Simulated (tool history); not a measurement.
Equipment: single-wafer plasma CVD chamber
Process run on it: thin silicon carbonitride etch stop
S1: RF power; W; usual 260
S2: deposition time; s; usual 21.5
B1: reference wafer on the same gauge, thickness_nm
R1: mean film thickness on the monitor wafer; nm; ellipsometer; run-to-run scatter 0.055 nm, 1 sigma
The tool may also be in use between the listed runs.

| run | hour | S1 | S2 | B1 | R1 |
|---|---|---|---|---|---|
| 1 | 0 | 260 | 21.5 | 12.007 | 13.738 |
| 2 | 27.3 | 260 | 21.5 | 11.999 | 13.689 |
| 3 | 44.8 | 300 | 21.5 | 12.001 | 14.117 |
| 4 | 62.5 | 260 | 21.5 | 12.007 | 13.7 |
| 5 | 86.6 | 260 | 21.5 | 11.997 | 13.722 |
|  | 102.3 | thermocouple changed; heater temperature recalibrated |
| 6 | 118.2 | 260 | 21.5 | 11.999 | 13.715 |
| 7 | 136.3 | 270 | 21.5 | 11.997 | 13.842 |
| 8 | 155 | 235 | 23.8 | 11.997 | 14.644 |
| 9 | 185.7 | 235 | 23.8 | 11.993 | 14.753 |
| 10 | 207.8 | 235 | 23.8 | 12.011 | 14.669 |
|  | 224.3 | showerhead replaced |
| 11 | 236.9 | 210 | 21.5 | 11.999 | 12.983 |
| 12 | 332.4 | 240 | 24.9 | 11.999 | 15.47 |
|  | 344 | gauge calibrated |
| 13 | 347.9 | 310 | 18.2 | 12.008 | 12.027 |
| 14 | 375.4 | 310 | 18.2 | 12.004 | 12.134 |
| 15 | 390.6 | 260 | 22.7 | 11.997 | 14.434 |
| 16 | 407.8 | 260 | 21.5 | 11.997 | 13.643 |
| 17 | 441.6 | 220 | 23.6 | 11.996 | 14.298 |
| 18 | 473.4 | 285 | 24.6 | 12.005 | 16.078 |
| 19 | 502.9 | 275 | 23.3 | 12.001 | 15.06 |
| 20 | 530.5 | 225 | 18.7 | 12.004 | 11.342 |
|  | 549.2 | RF generator calibrated |
| 21 | 558.7 | 235 | 23.3 | 12.002 | 14.753 |
| 22 | 587.2 | 260 | 21.5 | 12.004 | 13.808 |
| 23 | 611 | 260 | 21.5 | 12.004 | 13.944 |
| 24 | 704.9 | 260 | 21.5 | 11.986 | 13.74 |
| 25 | 738.7 | 260 | 22.7 | 12.007 | 14.443 |
| 26 | 765.1 | 215 | 20.1 | 12.013 | 12.192 |
| 27 | 784.7 | 275 | 22.8 | 11.986 | 14.68 |
| 28 | 818.3 | 215 | 21.5 | 12.01 | 13.092 |
| 29 | 846 | 260 | 19.1 | 11.992 | 12.254 |

What will run 30 give?
| 30 | 871 | 235 | 17.5 | ? | ? |

Logged for run 30: B1 11.992, R1 10.833 nm.
The same run, on a tool lacking any hidden state, would have yielded R1 10.989 nm.
